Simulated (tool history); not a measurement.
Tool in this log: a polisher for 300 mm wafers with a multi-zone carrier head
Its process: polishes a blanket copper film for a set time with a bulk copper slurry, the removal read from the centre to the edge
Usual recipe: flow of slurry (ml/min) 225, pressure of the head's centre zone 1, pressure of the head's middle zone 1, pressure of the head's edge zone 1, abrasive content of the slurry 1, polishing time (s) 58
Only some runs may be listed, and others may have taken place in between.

run	hour	flow of slurry (ml/min)	pressure of the head's centre zone	pressure of the head's middle zone	pressure of the head's edge zone	abrasive content of the slurry	polishing time (s)	wafers since the last listed run	wafers polished on this pad	hours since the slurry nozzle was cleaned	hours since the centre zone pressure was calibrated	hours since the edge zone pressure was calibrated	hours since the carrier head's membrane was replaced	incoming thickness of the incoming film, nm	film removed at the wafer's centre (nm)	film removed at mid-radius (nm)	film removed at the wafer's edge (nm)
1	0	225	1	1	1	1	58	0	914	132.7	272.7	384.8	39.1	4668.8	458.2	437.5	432.3
# hour 41: edge zone pressure recalibrated
2	105.2	225	1	1	1	1	58	1101	2016	237.9	377.9	64.2	144.3	4655.8	436.8	426.7	425.2
# hour 130.1: centre zone pressure recalibrated
3	179.9	225	1	1	0.9	1	58	776	2792	312.6	49.8	138.9	219	4647.4	443.7	425.8	402.4
# hour 259.4: worn pad replaced by a new one
4	259.9	225	1.08	1	1	1	58	811	5	392.6	129.8	218.9	299	4673.8	444	400.2	401.1
5	347.5	225	1	1	1	1	58	935	940	480.2	217.4	306.5	386.6	4591.4	404.2	391.5	389.1
6	405.4	225	1	1	1	1	58	618	1558	538.1	275.3	364.4	444.5	4634	395	389	382.2
# hour 445.1: edge zone pressure recalibrated
7	445.6	225	1	1	1	1	58	407	1966	578.3	315.5	0.5	484.7	4628.7	403	386.2	386
8	518.6	225	1	1	1	0.8	58	779	2745	651.3	388.5	73.5	557.7	4688.8	392.1	370.8	365.7
# hour 534.2: centre zone pressure recalibrated
9	593.1	265	1	1	1	1	58	773	3519	725.8	58.9	148	632.2	4729.4	402.1	384.7	379.8
# hour 620.9: worn pad replaced by a new one, repeated, since the last time left the tool worse
# hour 656: slurry nozzle cleaned
10	670.1	225	1	1	1	1	58	768	514	14.1	135.9	225	709.2	4656	450.8	442.5	438
# hour 739.5: carrier head's membrane replaced by a new one
11	760.5	225	1	1	1	1.25	58	911	1425	104.5	226.3	315.4	21	4674.6	465	447.7	443.4
12	838.1	225	1	1	1	1	58	828	2253	182.1	303.9	393	98.6	4729.1	449.6	432.8	426.6
# hour 863.2: edge zone pressure recalibrated
# hour 864.2: centre zone pressure recalibrated
13	883.4	225	1.1	1	1	1	58	450	2704	227.4	19.2	20.2	143.9	4696.3	485.3	432.5	425.1
14	974.7	175	1	1.1	1.09	1.15	58	974	3679	318.7	110.5	111.5	235.2	4672.1	433.9	455	440.8
# hour 1000.8: worn pad replaced by a new one
15	1064.3	225	1	1	1	1	58	913	678	408.3	200.1	201.1	324.8	4777.5	456.6	436.8	440.9
16	1131.2	225	1	1	1	1	78	714	1392	475.2	267	268	391.7	4649.9	609.7	583.4	575
# hour 1224.7: centre zone pressure recalibrated
17	1228.4	150	1	1	1	1.15	77	1016	2408	572.4	3.7	365.2	488.9	4600	572.9	545.4	549
# hour 1248.9: edge zone pressure recalibrated
18	1275.2	225	1.12	0.89	1	1	58	478	2886	619.2	50.5	26.3	535.7	4712.2	496.2	383.6	421.3
19	1343.1	225	1	1	1.1	1	58	724	3611	687.1	118.4	94.2	603.6	4687.6	430.4	433.4	440
# hour 1372.3: worn pad replaced by a new one
20	1392.7	225	1	0.92	1	0.75	64	486	217	736.7	168	143.8	653.2	4679.7	491.7	436.7	471.2
21	1435.3	225	1	1	1.06	1	58	454	672	779.3	210.6	186.4	695.8	4682	450	434	441.9
# hour 1453.6: slurry nozzle cleaned
# hour 1460.6: carrier head's membrane replaced by a new one
22	1497	225	1	1	1	1	44	594	1267	43.4	272.3	248.1	36.4	4716.3	342.1	324.2	323.1

Below are 3 alternative next runs, each starting from the tool's condition after run 22. Predict each:
A	1497.4	225	1	1	0.95	1	58	4	1271	43.8	272.7	248.5	36.8	4709	?	?	?
B	1497.4	225	1	0.96	1	1	68	4	1271	43.8	272.7	248.5	36.8	4709	?	?	?
C	1497.4	225	1	1	1.03	1	58	4	1271	43.8	272.7	248.5	36.8	4709	?	?	?

run	film removed at the wafer's centre (nm)	film removed at mid-radius (nm)	film removed at the wafer's edge (nm)
A	449.7	436.2	419.8
B	527.1	494.1	503
C	449.7	436.1	434.2
With the hidden condition removed and each run's random variation left untouched, the same runs would have given:
run	film removed at the wafer's centre (nm)	film removed at mid-radius (nm)	film removed at the wafer's edge (nm)
A	469.1	455	437.9
B	549.8	515.4	524.7
C	469.1	455	452.9
